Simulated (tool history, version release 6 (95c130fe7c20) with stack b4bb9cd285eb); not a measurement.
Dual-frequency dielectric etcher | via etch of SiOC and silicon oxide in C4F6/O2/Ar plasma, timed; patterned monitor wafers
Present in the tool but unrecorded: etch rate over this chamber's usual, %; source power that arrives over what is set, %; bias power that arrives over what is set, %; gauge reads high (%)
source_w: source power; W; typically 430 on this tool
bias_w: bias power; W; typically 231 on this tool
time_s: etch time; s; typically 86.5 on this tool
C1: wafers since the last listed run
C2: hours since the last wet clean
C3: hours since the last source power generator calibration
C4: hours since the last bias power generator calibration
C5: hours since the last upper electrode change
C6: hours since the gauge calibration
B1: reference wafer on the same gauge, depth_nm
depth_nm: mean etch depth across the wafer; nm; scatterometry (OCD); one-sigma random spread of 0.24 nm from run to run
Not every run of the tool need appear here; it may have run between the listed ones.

{"run": 1, "day": 0.0, "source_w": 430, "bias_w": 231, "time_s": 86.5, "C1": 0, "C2": 523.4, "C3": 1487.1, "C4": 1819.9, "C5": 4212.7, "C6": 581.9, "B1": 94.1, "depth_nm": 117.7}
{"day": 0.25, "done": "wet clean of the chamber"}
{"run": 2, "day": 2.55, "source_w": 430, "bias_w": 231, "time_s": 86.5, "C1": 460, "C2": 55.2, "C3": 1548.3, "C4": 1881.1, "C5": 4273.9, "C6": 643.1, "B1": 94, "depth_nm": 116.3}
{"run": 3, "day": 4.575, "source_w": 430, "bias_w": 231, "time_s": 86.5, "C1": 405, "C2": 103.8, "C3": 1596.9, "C4": 1929.7, "C5": 4322.5, "C6": 691.7, "B1": 94, "depth_nm": 116.1}
{"run": 4, "day": 12.717, "source_w": 390, "bias_w": 231, "time_s": 86.5, "C1": 1629, "C2": 299.2, "C3": 1792.3, "C4": 2125.1, "C5": 4517.9, "C6": 887.1, "B1": 94.1, "depth_nm": 112.6}
{"run": 5, "day": 14.35, "source_w": 430, "bias_w": 231, "time_s": 86.5, "C1": 326, "C2": 338.4, "C3": 1831.5, "C4": 2164.3, "C5": 4557.1, "C6": 926.3, "B1": 94.1, "depth_nm": 117.4}
{"run": 6, "day": 16.592, "source_w": 430, "bias_w": 231, "time_s": 86.5, "C1": 448, "C2": 392.2, "C3": 1885.3, "C4": 2218.1, "C5": 4610.9, "C6": 980.1, "B1": 94, "depth_nm": 117.4}
{"run": 7, "day": 18.446, "source_w": 430, "bias_w": 231, "time_s": 86.5, "C1": 370, "C2": 436.7, "C3": 1929.8, "C4": 2262.6, "C5": 4655.4, "C6": 1024.6, "B1": 93.9, "depth_nm": 117.5}
{"run": 8, "day": 22.179, "source_w": 430, "bias_w": 231, "time_s": 86.5, "C1": 746, "C2": 526.3, "C3": 2019.4, "C4": 2352.2, "C5": 4745, "C6": 1114.2, "B1": 94.1, "depth_nm": 117.7}
{"day": 24.138, "done": "wet clean of the chamber"}
{"day": 25.162, "done": "upper electrode replaced"}
{"run": 9, "day": 25.183, "source_w": 430, "bias_w": 231, "time_s": 86.5, "C1": 200, "C2": 25.1, "C3": 2091.5, "C4": 2424.3, "C5": 0.5, "C6": 1186.3, "B1": 94.1, "depth_nm": 116.2}
{"run": 10, "day": 25.725, "source_w": 430, "bias_w": 231, "time_s": 86.5, "C1": 108, "C2": 38.1, "C3": 2104.5, "C4": 2437.3, "C5": 13.5, "C6": 1199.3, "B1": 94, "depth_nm": 116.6}
{"day": 27.192, "done": "bias power generator calibrated"}
{"run": 11, "day": 27.362, "source_w": 430, "bias_w": 231, "time_s": 86.5, "C1": 294, "C2": 77.4, "C3": 2143.8, "C4": 4.1, "C5": 52.8, "C6": 1238.6, "B1": 94.1, "depth_nm": 113.3}
{"run": 12, "day": 29.808, "source_w": 530, "bias_w": 231, "time_s": 108, "C1": 489, "C2": 136.1, "C3": 2202.5, "C4": 62.8, "C5": 111.5, "C6": 1297.3, "B1": 94, "depth_nm": 155.4}
{"day": 31.275, "done": "gauge calibrated"}
{"run": 13, "day": 32.838, "source_w": 510, "bias_w": 231, "time_s": 86.5, "C1": 606, "C2": 208.8, "C3": 2275.2, "C4": 135.5, "C5": 184.2, "C6": 37.5, "B1": 94, "depth_nm": 122.5}
{"day": 34.404, "done": "source power generator calibrated"}
{"run": 14, "day": 34.471, "source_w": 430, "bias_w": 183, "time_s": 86.5, "C1": 293, "C2": 248, "C3": 1.6, "C4": 174.7, "C5": 223.4, "C6": 76.7, "B1": 93.9, "depth_nm": 101.8}
{"run": 15, "day": 36.754, "source_w": 430, "bias_w": 231, "time_s": 73, "C1": 456, "C2": 302.8, "C3": 56.4, "C4": 229.5, "C5": 278.2, "C6": 131.5, "B1": 94, "depth_nm": 96.8}
{"run": 16, "day": 38.408, "source_w": 430, "bias_w": 231, "time_s": 86.5, "C1": 330, "C2": 342.5, "C3": 96.1, "C4": 269.2, "C5": 317.9, "C6": 171.2, "B1": 94, "depth_nm": 114.9}
{"run": 17, "day": 42.562, "source_w": 340, "bias_w": 278, "time_s": 61.5, "C1": 831, "C2": 442.2, "C3": 195.8, "C4": 368.9, "C5": 417.6, "C6": 270.9, "B1": 94, "depth_nm": 81.1}
{"run": 18, "day": 46.712, "source_w": 510, "bias_w": 231, "time_s": 70, "C1": 830, "C2": 541.8, "C3": 295.4, "C4": 468.5, "C5": 517.2, "C6": 370.5, "B1": 94, "depth_nm": 101}
{"run": 19, "day": 49.333, "source_w": 500, "bias_w": 199, "time_s": 86.5, "C1": 524, "C2": 604.7, "C3": 358.3, "C4": 531.4, "C5": 580.1, "C6": 433.4, "B1": 93.9, "depth_nm": 114.9}
{"day": 51.675, "done": "wet clean of the chamber"}
{"run": 20, "day": 52.35, "source_w": 530, "bias_w": 231, "time_s": 108, "C1": 403, "C2": 16.2, "C3": 430.7, "C4": 603.8, "C5": 652.5, "C6": 505.8, "B1": 94, "depth_nm": 156}

Consider 5 possible next runs. They are alternatives, not a sequence: every one starts from the tool as it was left by run 20. What does each give?
{"run": "A", "day": 52.367, "source_w": 430, "bias_w": 231, "time_s": 86.5, "C1": 3, "C2": 16.6, "C3": 431.1, "C4": 604.2, "C5": 652.9, "C6": 506.2, "B1": "?", "depth_nm": "?"}
{"run": "B", "day": 52.367, "source_w": 510, "bias_w": 202, "time_s": 86.5, "C1": 3, "C2": 16.6, "C3": 431.1, "C4": 604.2, "C5": 652.9, "C6": 506.2, "B1": "?", "depth_nm": "?"}
{"run": "C", "day": 52.367, "source_w": 430, "bias_w": 257, "time_s": 86.5, "C1": 3, "C2": 16.6, "C3": 431.1, "C4": 604.2, "C5": 652.9, "C6": 506.2, "B1": "?", "depth_nm": "?"}
{"run": "D", "day": 52.367, "source_w": 480, "bias_w": 231, "time_s": 110, "C1": 3, "C2": 16.6, "C3": 431.1, "C4": 604.2, "C5": 652.9, "C6": 506.2, "B1": "?", "depth_nm": "?"}
{"run": "E", "day": 52.367, "source_w": 460, "bias_w": 212, "time_s": 86.5, "C1": 3, "C2": 16.6, "C3": 431.1, "C4": 604.2, "C5": 652.9, "C6": 506.2, "B1": "?", "depth_nm": "?"}

run=A B1=94 depth_nm=114
run=B B1=94 depth_nm=114.6
run=C B1=94 depth_nm=120.3
run=D B1=94 depth_nm=152
run=E B1=94 depth_nm=112.3
With the hidden condition removed and each run's random variation left untouched, the same runs would have given:
run=A depth_nm=113.2
run=B depth_nm=113.8
run=C depth_nm=119.4
run=D depth_nm=150.9
run=E depth_nm=111.5
